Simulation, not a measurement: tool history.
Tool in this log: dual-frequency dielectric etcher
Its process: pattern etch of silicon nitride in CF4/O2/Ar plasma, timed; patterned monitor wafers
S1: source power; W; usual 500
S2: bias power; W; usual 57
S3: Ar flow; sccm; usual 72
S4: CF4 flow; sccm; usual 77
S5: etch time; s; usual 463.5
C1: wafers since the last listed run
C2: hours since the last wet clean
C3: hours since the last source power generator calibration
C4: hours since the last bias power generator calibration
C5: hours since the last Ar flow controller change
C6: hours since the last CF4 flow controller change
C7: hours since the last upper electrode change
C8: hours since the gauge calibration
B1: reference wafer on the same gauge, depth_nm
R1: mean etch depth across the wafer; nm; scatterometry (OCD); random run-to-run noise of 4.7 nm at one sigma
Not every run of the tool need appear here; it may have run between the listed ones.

run   hour   S1  S2  S3  S4     S5   C1     C2      C3      C4      C5      C6      C7     C8      B1      R1
  1    0.0  500  57  72  77  463.5    0  345.2  3533.0  3751.8  3443.5  1021.8  4657.4  401.6  1092.5   932.7
  2   70.2  500  57  72  77  463.5  283  415.4  3603.2  3822.0  3513.7  1092.0  4727.6  471.8  1093.9   933.4
  3   97.7  500  57  72  77  463.5  110  442.9  3630.7  3849.5  3541.2  1119.5  4755.1  499.3  1091.6   928.6
  4  147.7  500  57  72  77  463.5  201  492.9  3680.7  3899.5  3591.2  1169.5  4805.1  549.3  1092.0   948.1
     181.4  -- wet clean of the chamber
  5  210.1  500  57  72  77  463.5  154   28.7  3743.1  3961.9  3653.6  1231.9  4867.5  611.7  1092.9   921.2
  6  257.4  500  57  72  77  463.5  190   76.0  3790.4  4009.2  3700.9  1279.2  4914.8  659.0  1091.5   918.3
  7  303.6  500  57  72  77  463.5  186  122.2  3836.6  4055.4  3747.1  1325.4  4961.0  705.2  1091.2   911.7
  8  328.1  600  57  66  61  584.0   98  146.7  3861.1  4079.9  3771.6  1349.9  4985.5  729.7  1092.0  1319.0
  9  360.1  500  57  67  77  517.0  129  178.7  3893.1  4111.9  3803.6  1381.9  5017.5  761.7  1093.4  1034.9
     382.5  -- Ar flow controller replaced
     415.1  -- gauge calibrated
 10  566.9  500  65  72  77  463.5  809  385.5  4099.9  4318.7   184.4  1588.7  5224.3  151.8  1091.6   974.8
     585.9  -- source power generator calibrated
     597.5  -- bias power generator calibrated
     613.2  -- upper electrode replaced
 11  613.7  540  57  72  83  463.5   93  432.3    27.8    16.2   231.2  1635.5     0.5  198.6  1092.9   996.6
     668.8  -- wet clean of the chamber
     675.0  -- CF4 flow controller replaced
 12  675.5  400  57  72  77  463.5  128    6.7    89.6    78.0   293.0     0.5    62.3  260.4  1091.8   781.4
 13  707.5  500  68  72  77  463.5  129   38.7   121.6   110.0   325.0    32.5    94.3  292.4  1091.5   982.9
 14  899.8  500  57  72  77  463.5  775  231.0   313.9   302.3   517.3   224.8   286.6  484.7  1091.8   932.3
 15  965.2  500  57  86  87  602.5  263  296.4   379.3   367.7   582.7   290.2   352.0  550.1  1090.5  1212.4

Forecast each of these 4 alternatives for the next run:
  A  965.7  500  57  78  77  463.5   2  296.9  379.8  368.2  583.2  290.7  352.5  550.6   ?   ?
  B  965.7  500  70  72  77  500.5   2  296.9  379.8  368.2  583.2  290.7  352.5  550.6   ?   ?
  C  965.7  590  57  72  77  463.5   2  296.9  379.8  368.2  583.2  290.7  352.5  550.6   ?   ?
  D  965.7  420  57  59  77  370.5   2  296.9  379.8  368.2  583.2  290.7  352.5  550.6   ?   ?

run      B1      R1
  A  1092.7   933.4
  B  1092.7  1096.9
  C  1092.7  1062.2
  D  1092.7   667.9
The same runs, with their run-to-run variation unchanged, on a tool lacking any hidden condition would have given:
run      R1
  A   916.6
  B  1077.2
  C  1043.1
  D   655.8

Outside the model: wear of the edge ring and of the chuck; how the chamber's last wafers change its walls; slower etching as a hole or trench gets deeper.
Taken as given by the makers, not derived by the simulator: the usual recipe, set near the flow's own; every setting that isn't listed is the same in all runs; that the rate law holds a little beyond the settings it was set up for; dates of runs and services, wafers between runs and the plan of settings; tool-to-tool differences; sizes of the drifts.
